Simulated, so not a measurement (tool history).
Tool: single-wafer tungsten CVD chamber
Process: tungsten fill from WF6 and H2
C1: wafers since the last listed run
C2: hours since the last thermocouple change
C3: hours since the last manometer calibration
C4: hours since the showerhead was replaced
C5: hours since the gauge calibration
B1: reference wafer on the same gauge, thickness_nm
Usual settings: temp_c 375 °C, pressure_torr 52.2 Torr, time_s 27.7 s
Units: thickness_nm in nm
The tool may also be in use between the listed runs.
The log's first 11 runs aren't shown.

Run 12, day 10.858: usual settings; C1 677; C2 136.1; C3 1312.7; C4 4048.5; C5 626.2; B1 78.208. Result: thickness_nm 66.474 nm.
Run 13, day 12.004: usual settings; C1 700; C2 163.6; C3 1340.2; C4 4076.0; C5 653.7; B1 78.040. Result: thickness_nm 66.844 nm.
Run 14, day 12.679: usual settings; C1 412; C2 179.8; C3 1356.4; C4 4092.2; C5 669.9; B1 78.098. Result: thickness_nm 66.455 nm.
Run 15, day 13.408: usual settings but temp_c 369 °C, pressure_torr 48.8 Torr, time_s 24.8 s; C1 446; C2 197.3; C3 1373.9; C4 4109.7; C5 687.4; B1 78.197. Result: thickness_nm 51.581 nm.
Run 16, day 14.092: usual settings; C1 417; C2 213.7; C3 1390.3; C4 4126.1; C5 703.8; B1 78.077. Result: thickness_nm 66.352 nm.
Run 17, day 14.796: usual settings but temp_c 389 °C, time_s 22.5 s; C1 430; C2 230.6; C3 1407.2; C4 4143.0; C5 720.7; B1 77.952. Result: thickness_nm 69.399 nm.
Run 18, day 15.750: usual settings but pressure_torr 59.2 Torr, time_s 24.0 s; C1 583; C2 253.5; C3 1430.1; C4 4165.9; C5 743.6; B1 78.013. Result: thickness_nm 60.854 nm.
Run 19, day 17.004: usual settings but time_s 29.4 s; C1 767; C2 283.6; C3 1460.2; C4 4196.0; C5 773.7; B1 77.975. Result: thickness_nm 71.286 nm.
Run 20, day 18.421: usual settings but pressure_torr 61.1 Torr, time_s 31.7 s; C1 866; C2 317.6; C3 1494.2; C4 4230.0; C5 807.7; B1 78.066. Result: thickness_nm 81.455 nm.
Run 21, day 19.729: usual settings but pressure_torr 63.9 Torr; C1 800; C2 349.0; C3 1525.6; C4 4261.4; C5 839.1; B1 78.111. Result: thickness_nm 72.604 nm.
Run 22, day 21.179: usual settings but temp_c 367 °C, pressure_torr 41.1 Torr, time_s 31.4 s; C1 886; C2 383.8; C3 1560.4; C4 4296.2; C5 873.9; B1 78.115. Result: thickness_nm 58.912 nm.

The next listed run, before its measurement:
Run 23, day 22.250: usual settings but time_s 30.4 s; C1 655; C2 409.5; C3 1586.1; C4 4321.9; C5 899.6; B1 ?. Result: thickness_nm ?.

B1: 78.132
thickness_nm: 72.948 nm
Without the tool's hidden state the same run would have given thickness_nm 73.487 nm.
